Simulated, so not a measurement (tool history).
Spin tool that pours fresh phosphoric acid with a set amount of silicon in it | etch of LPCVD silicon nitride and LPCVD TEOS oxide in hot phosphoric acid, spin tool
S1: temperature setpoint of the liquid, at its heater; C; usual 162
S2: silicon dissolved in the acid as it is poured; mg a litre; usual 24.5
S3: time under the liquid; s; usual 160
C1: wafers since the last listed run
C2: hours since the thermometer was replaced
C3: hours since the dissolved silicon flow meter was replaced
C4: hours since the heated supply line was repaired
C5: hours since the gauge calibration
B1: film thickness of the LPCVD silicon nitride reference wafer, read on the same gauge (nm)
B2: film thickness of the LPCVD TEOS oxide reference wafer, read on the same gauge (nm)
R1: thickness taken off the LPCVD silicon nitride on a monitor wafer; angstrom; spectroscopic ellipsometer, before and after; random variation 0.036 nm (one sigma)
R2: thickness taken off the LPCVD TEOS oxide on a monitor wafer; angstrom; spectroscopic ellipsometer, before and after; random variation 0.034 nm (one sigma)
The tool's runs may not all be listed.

Run 1, day 0: usual settings; C1 0; C2 321.3; C3 1377; C4 3379.6; C5 82.4; B1 120.01; B2 130.011. Result: R1 139 angstrom, R2 5.56 angstrom.
Run 2, day 0.529: usual settings; C1 108; C2 334; C3 1389.7; C4 3392.3; C5 95.1; B1 119.97; B2 129.995. Result: R1 139.5 angstrom, R2 5.14 angstrom.
Run 3, day 1.471: usual settings; C1 192; C2 356.6; C3 1412.3; C4 3414.9; C5 117.7; B1 120.01; B2 129.996. Result: R1 139.7 angstrom, R2 5.75 angstrom.
Run 4, day 2.433: usual settings; C1 196; C2 379.7; C3 1435.4; C4 3438; C5 140.8; B1 119.99; B2 129.99. Result: R1 139.7 angstrom, R2 5.43 angstrom.
Run 5, day 3.225: usual settings but S3 235 s; C1 162; C2 398.7; C3 1454.4; C4 3457; C5 159.8; B1 120; B2 129.992. Result: R1 205.7 angstrom, R2 8.11 angstrom.
Run 6, day 3.95: usual settings but S3 235 s; C1 148; C2 416.1; C3 1471.8; C4 3474.4; C5 177.2; B1 119.99; B2 129.981. Result: R1 205.7 angstrom, R2 7.95 angstrom.
Run 7, day 4.5: usual settings but S2 33 mg a litre; C1 112; C2 429.3; C3 1485; C4 3487.6; C5 190.4; B1 120.01; B2 129.996. Result: R1 139.6 angstrom, R2 4.22 angstrom.
Run 8, day 5.912: usual settings; C1 289; C2 463.2; C3 1518.9; C4 3521.5; C5 224.3; B1 120; B2 130.008. Result: R1 141.1 angstrom, R2 5.17 angstrom.
At day 6.738: gauge calibrated.
At day 7.792: dissolved silicon flow meter replaced.
At day 8.95: heated supply line repaired.
At day 8.983: thermometer replaced.
Run 9, day 9.592: usual settings but S1 163.5 C, S3 185 s; C1 729; C2 14.6; C3 43.2; C4 15.4; C5 68.5; B1 119.97; B2 130.017. Result: R1 181.4 angstrom, R2 8.44 angstrom.
Run 10, day 10.612: usual settings but S1 160 C, S2 18 mg a litre, S3 125 s; C1 208; C2 39.1; C3 67.7; C4 39.9; C5 93; B1 120.03; B2 129.991. Result: R1 109.6 angstrom, R2 5.33 angstrom.
Run 11, day 11.421: usual settings but S3 75 s; C1 165; C2 58.5; C3 87.1; C4 59.3; C5 112.4; B1 119.98; B2 129.987. Result: R1 70.2 angstrom, R2 2.78 angstrom.

The next listed run, before its measurement:
Run 12, day 12.554: usual settings but S1 164 C, S3 225 s; C1 231; C2 85.7; C3 114.3; C4 86.5; C5 139.6; B1 ?; B2 ?. Result: R1 ?, R2 ?.

B1: 120.01
B2: 129.99
R1: 226.3 angstrom
R2: 10.56 angstrom
Without the tool's hidden state the same run would have given R1 227.4 angstrom, R2 10.67 angstrom.
